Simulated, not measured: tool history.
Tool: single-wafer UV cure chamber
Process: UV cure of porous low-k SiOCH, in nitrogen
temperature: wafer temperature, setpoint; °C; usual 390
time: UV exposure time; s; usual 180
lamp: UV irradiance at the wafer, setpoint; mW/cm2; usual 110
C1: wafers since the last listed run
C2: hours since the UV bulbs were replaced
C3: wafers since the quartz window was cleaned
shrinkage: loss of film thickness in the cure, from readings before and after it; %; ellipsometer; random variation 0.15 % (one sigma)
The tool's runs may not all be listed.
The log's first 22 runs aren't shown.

{"run": 23, "day": 28.542, "temperature": 378, "time": 180, "lamp": 110, "C1": 160, "C2": 1880.4, "C3": 383, "shrinkage": 8.414}
{"run": 24, "day": 29.167, "temperature": 379, "time": 275, "lamp": 110, "C1": 103, "C2": 1895.4, "C3": 486, "shrinkage": 9.982}
{"run": 25, "day": 29.825, "temperature": 390, "time": 180, "lamp": 110, "C1": 108, "C2": 1911.2, "C3": 595, "shrinkage": 8.495}
{"run": 26, "day": 30.767, "temperature": 375, "time": 105, "lamp": 79, "C1": 155, "C2": 1933.8, "C3": 750, "shrinkage": 4.849}
{"run": 27, "day": 33.312, "temperature": 390, "time": 180, "lamp": 110, "C1": 419, "C2": 1994.9, "C3": 1170, "shrinkage": 7.936}
{"run": 28, "day": 34.133, "temperature": 390, "time": 180, "lamp": 110, "C1": 135, "C2": 2014.6, "C3": 1305, "shrinkage": 7.734}
{"run": 29, "day": 35.221, "temperature": 377, "time": 135, "lamp": 148, "C1": 179, "C2": 2040.7, "C3": 1485, "shrinkage": 7.467}
{"run": 30, "day": 36.242, "temperature": 381, "time": 180, "lamp": 110, "C1": 168, "C2": 2065.2, "C3": 1653, "shrinkage": 7.558}
{"run": 31, "day": 37.596, "temperature": 390, "time": 180, "lamp": 110, "C1": 223, "C2": 2097.7, "C3": 1876, "shrinkage": 7.546}
{"day": 38.396, "done": "quartz window cleaned"}
{"run": 32, "day": 38.417, "temperature": 376, "time": 180, "lamp": 99, "C1": 80, "C2": 2117.4, "C3": 3, "shrinkage": 7.765}
{"run": 33, "day": 39.038, "temperature": 390, "time": 180, "lamp": 110, "C1": 102, "C2": 2132.3, "C3": 105, "shrinkage": 8.215}
{"run": 34, "day": 39.833, "temperature": 381, "time": 115, "lamp": 80, "C1": 131, "C2": 2151.4, "C3": 237, "shrinkage": 5.245}
{"run": 35, "day": 40.783, "temperature": 390, "time": 180, "lamp": 110, "C1": 156, "C2": 2174.2, "C3": 393, "shrinkage": 7.979}
{"day": 41.267, "done": "UV bulbs replaced"}
{"run": 36, "day": 42.208, "temperature": 375, "time": 180, "lamp": 110, "C1": 180, "C2": 22.6, "C3": 573, "shrinkage": 9.135}
{"run": 37, "day": 43.65, "temperature": 405, "time": 125, "lamp": 126, "C1": 237, "C2": 57.2, "C3": 811, "shrinkage": 8.791}
{"run": 38, "day": 44.671, "temperature": 390, "time": 180, "lamp": 110, "C1": 168, "C2": 81.7, "C3": 980, "shrinkage": 9.3}
{"run": 39, "day": 45.592, "temperature": 382, "time": 285, "lamp": 91, "C1": 151, "C2": 103.8, "C3": 1131, "shrinkage": 9.854}
{"run": 40, "day": 46.746, "temperature": 385, "time": 245, "lamp": 71, "C1": 190, "C2": 131.5, "C3": 1322, "shrinkage": 8.462}
{"run": 41, "day": 47.867, "temperature": 390, "time": 95, "lamp": 110, "C1": 184, "C2": 158.4, "C3": 1507, "shrinkage": 6.511}
{"run": 42, "day": 48.879, "temperature": 375, "time": 105, "lamp": 79, "C1": 166, "C2": 182.7, "C3": 1674, "shrinkage": 5.337}
{"day": 49.292, "done": "quartz window cleaned"}
{"run": 43, "day": 49.912, "temperature": 378, "time": 100, "lamp": 87, "C1": 115, "C2": 207.5, "C3": 102, "shrinkage": 6.25}
{"run": 44, "day": 50.975, "temperature": 396, "time": 130, "lamp": 110, "C1": 175, "C2": 233, "C3": 277, "shrinkage": 8.37}
{"run": 45, "day": 52.367, "temperature": 390, "time": 85, "lamp": 110, "C1": 229, "C2": 266.4, "C3": 506, "shrinkage": 6.519}
{"run": 46, "day": 53.367, "temperature": 390, "time": 180, "lamp": 110, "C1": 164, "C2": 290.4, "C3": 671, "shrinkage": 9.371}

Forecast each of these 4 alternatives for the next run:
{"run": "A", "day": 53.383, "temperature": 390, "time": 180, "lamp": 110, "C1": 2, "C2": 290.8, "C3": 674, "shrinkage": "?"}
{"run": "B", "day": 53.383, "temperature": 390, "time": 120, "lamp": 110, "C1": 2, "C2": 290.8, "C3": 674, "shrinkage": "?"}
{"run": "C", "day": 53.383, "temperature": 390, "time": 180, "lamp": 125, "C1": 2, "C2": 290.8, "C3": 674, "shrinkage": "?"}
{"run": "D", "day": 53.383, "temperature": 390, "time": 110, "lamp": 99, "C1": 2, "C2": 290.8, "C3": 674, "shrinkage": "?"}

run=A shrinkage=9.379
run=B shrinkage=7.758
run=C shrinkage=9.91
run=D shrinkage=7.021
Without the tool's hidden state the same runs would have given:
run=A shrinkage=9.805
run=B shrinkage=8.161
run=C shrinkage=10.342
run=D shrinkage=7.412
